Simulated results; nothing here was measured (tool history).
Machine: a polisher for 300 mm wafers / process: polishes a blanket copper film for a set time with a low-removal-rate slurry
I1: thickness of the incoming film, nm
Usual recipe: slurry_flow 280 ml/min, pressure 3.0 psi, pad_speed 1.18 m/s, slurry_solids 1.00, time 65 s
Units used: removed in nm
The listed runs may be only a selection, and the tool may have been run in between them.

run 1 hour=0.0 | slurry_flow=280 pressure=3.0 pad_speed=1.18 slurry_solids=1.00 time=65 | I1=1024.0 | removed=208.9
run 2 hour=15.5 | slurry_flow=280 pressure=3.0 pad_speed=1.18 slurry_solids=1.00 time=65 | I1=1009.4 | removed=206.8
-- hour=50.1 slurry blender recalibrated
run 3 hour=51.1 | slurry_flow=280 pressure=3.0 pad_speed=1.18 slurry_solids=1.00 time=65 | I1=1018.5 | removed=206.6
run 4 hour=78.2 | slurry_flow=280 pressure=3.0 pad_speed=1.18 slurry_solids=1.00 time=65 | I1=1005.8 | removed=204.8
run 5 hour=96.3 | slurry_flow=280 pressure=3.0 pad_speed=1.42 slurry_solids=1.00 time=65 | I1=1002.0 | removed=227.5
run 6 hour=110.9 | slurry_flow=280 pressure=3.0 pad_speed=1.18 slurry_solids=1.00 time=57 | I1=1010.1 | removed=177.7
run 7 hour=140.7 | slurry_flow=280 pressure=3.0 pad_speed=1.18 slurry_solids=1.00 time=57 | I1=1007.3 | removed=170.4
-- hour=151.1 worn pad replaced by a new one
run 8 hour=156.3 | slurry_flow=280 pressure=3.0 pad_speed=1.18 slurry_solids=1.00 time=57 | I1=1003.4 | removed=196.7
run 9 hour=190.4 | slurry_flow=280 pressure=3.0 pad_speed=1.34 slurry_solids=1.00 time=65 | I1=1008.6 | removed=229.1
-- hour=210.1 slurry blender recalibrated
run 10 hour=220.8 | slurry_flow=190 pressure=2.3 pad_speed=1.18 slurry_solids=0.80 time=42 | I1=1012.9 | removed=89.5
-- hour=252.7 slurry nozzle cleaned
run 11 hour=256.2 | slurry_flow=280 pressure=3.5 pad_speed=1.02 slurry_solids=1.00 time=65 | I1=1016.8 | removed=214.1
run 12 hour=268.7 | slurry_flow=280 pressure=3.0 pad_speed=1.02 slurry_solids=1.00 time=65 | I1=1022.5 | removed=193.0
run 13 hour=288.1 | slurry_flow=280 pressure=3.0 pad_speed=1.18 slurry_solids=1.00 time=65 | I1=1016.6 | removed=200.4
-- hour=313.7 head pressure recalibrated
run 14 hour=315.9 | slurry_flow=375 pressure=3.0 pad_speed=1.18 slurry_solids=1.00 time=65 | I1=1022.3 | removed=189.2
-- hour=342.1 worn pad replaced by a new one
-- hour=351.1 slurry blender recalibrated
run 15 hour=386.8 | slurry_flow=235 pressure=3.0 pad_speed=1.18 slurry_solids=1.00 time=50 | I1=1006.0 | removed=144.5
run 16 hour=402.3 | slurry_flow=280 pressure=2.3 pad_speed=1.18 slurry_solids=1.00 time=65 | I1=1010.5 | removed=148.5

Each row is a separate what-if for the run after 16, all from the same tool condition, not one after another. Results?
run A hour=402.7 | slurry_flow=280 pressure=3.0 pad_speed=1.18 slurry_solids=1.00 time=65 | I1=997.8 | removed=?
run B hour=402.7 | slurry_flow=185 pressure=2.3 pad_speed=1.04 slurry_solids=0.75 time=65 | I1=997.8 | removed=?
run C hour=402.7 | slurry_flow=190 pressure=4.0 pad_speed=1.18 slurry_solids=0.85 time=79 | I1=997.8 | removed=?
run D hour=402.7 | slurry_flow=280 pressure=3.0 pad_speed=1.18 slurry_solids=1.15 time=82 | I1=997.8 | removed=?

run=A removed=195.2
run=B removed=116.7
run=C removed=282.5
run=D removed=258.5
The same runs, with their run-to-run variation unchanged, on a tool lacking any hidden condition would have given:
run=A removed=202.7
run=B removed=121.3
run=C removed=293.5
run=D removed=268.5
